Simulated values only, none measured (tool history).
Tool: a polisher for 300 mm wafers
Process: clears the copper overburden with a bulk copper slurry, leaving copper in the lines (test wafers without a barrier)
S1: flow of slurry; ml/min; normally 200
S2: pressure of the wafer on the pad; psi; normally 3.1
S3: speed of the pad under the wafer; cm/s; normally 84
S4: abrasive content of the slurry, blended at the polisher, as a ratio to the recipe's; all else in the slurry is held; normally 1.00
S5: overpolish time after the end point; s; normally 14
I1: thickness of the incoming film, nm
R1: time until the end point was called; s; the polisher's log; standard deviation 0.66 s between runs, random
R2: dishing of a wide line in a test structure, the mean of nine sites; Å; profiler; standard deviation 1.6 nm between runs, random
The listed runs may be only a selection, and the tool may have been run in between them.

{"run": 1, "hour": 0.0, "S1": 200, "S2": 3.1, "S3": 84, "S4": 1.0, "S5": 14, "I1": 635.1, "R1": 80.3, "R2": 710}
{"run": 2, "hour": 50.1, "S1": 200, "S2": 3.1, "S3": 84, "S4": 1.0, "S5": 14, "I1": 642.0, "R1": 81.1, "R2": 730}
{"run": 3, "hour": 74.4, "S1": 200, "S2": 3.1, "S3": 84, "S4": 1.0, "S5": 14, "I1": 636.1, "R1": 80.9, "R2": 741}
{"run": 4, "hour": 133.8, "S1": 200, "S2": 3.1, "S3": 84, "S4": 1.0, "S5": 14, "I1": 647.3, "R1": 83.5, "R2": 684}
{"hour": 281.7, "done": "slurry blender recalibrated"}
{"run": 5, "hour": 301.6, "S1": 200, "S2": 3.1, "S3": 84, "S4": 1.0, "S5": 14, "I1": 638.5, "R1": 80.6, "R2": 707}
{"hour": 308.5, "done": "worn pad replaced by a new one"}
{"run": 6, "hour": 325.7, "S1": 200, "S2": 3.1, "S3": 84, "S4": 1.0, "S5": 14, "I1": 651.7, "R1": 81.3, "R2": 726}
{"run": 7, "hour": 362.8, "S1": 230, "S2": 3.1, "S3": 84, "S4": 1.0, "S5": 14, "I1": 629.2, "R1": 78.5, "R2": 764}
{"run": 8, "hour": 419.0, "S1": 200, "S2": 3.1, "S3": 84, "S4": 1.0, "S5": 14, "I1": 640.0, "R1": 81.6, "R2": 739}
{"run": 9, "hour": 463.7, "S1": 200, "S2": 3.1, "S3": 84, "S4": 1.0, "S5": 14, "I1": 636.8, "R1": 82.3, "R2": 731}
{"hour": 464.9, "done": "slurry nozzle cleaned"}
{"hour": 497.7, "done": "head pressure recalibrated"}
{"run": 10, "hour": 563.2, "S1": 200, "S2": 3.1, "S3": 84, "S4": 1.0, "S5": 14, "I1": 646.2, "R1": 85.2, "R2": 706}
{"hour": 594.0, "done": "slurry blender recalibrated"}
{"run": 11, "hour": 625.6, "S1": 200, "S2": 3.1, "S3": 84, "S4": 1.0, "S5": 14, "I1": 630.1, "R1": 79.4, "R2": 744}
{"run": 12, "hour": 672.4, "S1": 200, "S2": 3.1, "S3": 84, "S4": 1.25, "S5": 14, "I1": 635.2, "R1": 77.9, "R2": 732}
{"hour": 680.8, "done": "worn pad replaced by a new one"}
{"run": 13, "hour": 704.1, "S1": 200, "S2": 3.1, "S3": 84, "S4": 1.25, "S5": 14, "I1": 639.2, "R1": 80.2, "R2": 736}
{"run": 14, "hour": 758.0, "S1": 200, "S2": 3.1, "S3": 76, "S4": 1.0, "S5": 14, "I1": 638.6, "R1": 89.1, "R2": 666}
{"run": 15, "hour": 809.4, "S1": 225, "S2": 3.1, "S3": 84, "S4": 1.0, "S5": 20, "I1": 648.1, "R1": 83.7, "R2": 896}
{"run": 16, "hour": 844.9, "S1": 200, "S2": 3.1, "S3": 84, "S4": 1.0, "S5": 14, "I1": 650.1, "R1": 85.1, "R2": 683}
{"run": 17, "hour": 889.6, "S1": 160, "S2": 3.1, "S3": 84, "S4": 1.15, "S5": 14, "I1": 640.0, "R1": 85.5, "R2": 698}
{"run": 18, "hour": 948.7, "S1": 255, "S2": 2.8, "S3": 84, "S4": 0.75, "S5": 14, "I1": 640.0, "R1": 95.8, "R2": 629}
{"hour": 970.7, "done": "slurry blender recalibrated"}
{"hour": 971.3, "done": "worn pad replaced by a new one"}
{"run": 19, "hour": 1151.6, "S1": 255, "S2": 2.8, "S3": 84, "S4": 0.75, "S5": 14, "I1": 640.8, "R1": 92.7, "R2": 639}

Predict the results of run 20:
{"hour": 1153.9, "done": "slurry nozzle cleaned"}
{"run": 20, "hour": 1222.7, "S1": 155, "S2": 3.1, "S3": 64, "S4": 1.1, "S5": 14, "I1": 637.7, "R1": "?", "R2": "?"}

R1: 103.8 s
R2: 608 Å
On a tool with no hidden condition, and with the same random variation, this run would have come out at R1 98.6 s, R2 632 Å.
